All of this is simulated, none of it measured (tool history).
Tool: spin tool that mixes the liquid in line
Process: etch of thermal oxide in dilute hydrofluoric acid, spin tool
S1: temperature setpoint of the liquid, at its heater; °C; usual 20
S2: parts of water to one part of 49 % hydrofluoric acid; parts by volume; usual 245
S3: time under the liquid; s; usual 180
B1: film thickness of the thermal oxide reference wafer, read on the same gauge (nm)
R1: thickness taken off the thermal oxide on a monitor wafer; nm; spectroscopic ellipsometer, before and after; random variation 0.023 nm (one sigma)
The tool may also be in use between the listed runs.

| run | day | S1 | S2 | S3 | B1 | R1 |
|---|---|---|---|---|---|---|
| 1 | 0 | 22.5 | 245 | 180 | 82.447 | 2.513 |
| 2 | 2.946 | 18 | 270 | 180 | 82.592 | 1.897 |
|  | 3.142 | thermometer replaced |
| 3 | 6.012 | 18 | 245 | 180 | 82.828 | 2.123 |
| 4 | 16.354 | 18 | 245 | 180 | 83.452 | 2.159 |
| 5 | 17.946 | 20 | 245 | 180 | 83.578 | 2.332 |
| 6 | 21.675 | 20 | 245 | 180 | 83.794 | 2.296 |
| 7 | 23.758 | 20 | 245 | 180 | 83.916 | 2.348 |
| 8 | 25.767 | 20 | 245 | 110 | 84.047 | 1.445 |
|  | 27.288 | hydrofluoric acid flow meter replaced |
| 9 | 38.062 | 20 | 245 | 110 | 84.988 | 1.443 |
| 10 | 41.471 | 20 | 245 | 110 | 85.202 | 1.438 |
| 11 | 44.229 | 20 | 245 | 180 | 85.44 | 2.376 |
| 12 | 48.033 | 20 | 245 | 180 | 85.734 | 2.371 |
|  | 48.658 | gauge calibrated |
| 13 | 49.867 | 20 | 245 | 180 | 80.147 | 2.238 |
| 14 | 52.038 | 20 | 130 | 225 | 80.133 | 5.965 |
| 15 | 53.842 | 20 | 245 | 130 | 80.14 | 1.632 |
| 16 | 58.133 | 20 | 175 | 230 | 80.136 | 4.274 |
| 17 | 62.529 | 20 | 245 | 180 | 80.161 | 2.222 |
| 18 | 65.371 | 20 | 245 | 240 | 80.198 | 3.016 |
| 19 | 69.75 | 17 | 345 | 180 | 80.24 | 1.283 |
| 20 | 73.312 | 20 | 155 | 180 | 80.284 | 3.927 |
| 21 | 75.625 | 20 | 245 | 180 | 80.326 | 2.296 |
|  | 76.508 | hydrofluoric acid flow meter replaced |
| 22 | 79.325 | 17 | 245 | 255 | 80.389 | 2.818 |
| 23 | 82.371 | 20 | 245 | 180 | 80.461 | 2.222 |
| 24 | 85.825 | 18 | 245 | 180 | 80.491 | 2.083 |
|  | 89.079 | thermometer replaced |
| 25 | 90.267 | 21.5 | 360 | 115 | 80.58 | 0.934 |
| 26 | 103.588 | 23 | 245 | 115 | 80.935 | 1.628 |
| 27 | 106.246 | 20 | 245 | 115 | 81.023 | 1.46 |
| 28 | 110.212 | 20 | 245 | 145 | 81.17 | 1.846 |
| 29 | 114.333 | 20 | 245 | 80 | 81.321 | 1.02 |
|  | 115.012 | hydrofluoric acid flow meter replaced |
| 30 | 118.012 | 20 | 245 | 270 | 81.444 | 3.397 |
| 31 | 121.838 | 20 | 245 | 150 | 81.576 | 1.892 |
| 32 | 125.546 | 17.5 | 285 | 130 | 81.748 | 1.244 |

Measured less the same run without the tool's hidden state. The same run-to-run variation is in both; the gauge's scatter may not be:
The hidden state here: liquid hotter than its thermometer reads (K); hydrofluoric acid flow below the setpoint (%); gauge reads high (%).
| run | R1 |
|---|---|
| 1 | +0.074 |
| 2 | +0.06 |
| 3 | +0.071 |
| 4 | +0.088 |
| 5 | +0.099 |
| 6 | +0.103 |
| 7 | +0.11 |
| 8 | +0.07 |
| 9 | +0.084 |
| 10 | +0.088 |
| 11 | +0.151 |
| 12 | +0.159 |
| 13 | +0.004 |
| 14 | +0.011 |
| 15 | +0.003 |
| 16 | +0.009 |
| 17 | +0.006 |
| 18 | +0.008 |
| 19 | +0.005 |
| 20 | +0.015 |
| 21 | +0.01 |
| 22 | +0.014 |
| 23 | +0.013 |
| 24 | +0.013 |
| 25 | +0.007 |
| 26 | +0.019 |
| 27 | +0.018 |
| 28 | +0.027 |
| 29 | +0.017 |
| 30 | +0.06 |
| 31 | +0.037 |
| 32 | +0.026 |

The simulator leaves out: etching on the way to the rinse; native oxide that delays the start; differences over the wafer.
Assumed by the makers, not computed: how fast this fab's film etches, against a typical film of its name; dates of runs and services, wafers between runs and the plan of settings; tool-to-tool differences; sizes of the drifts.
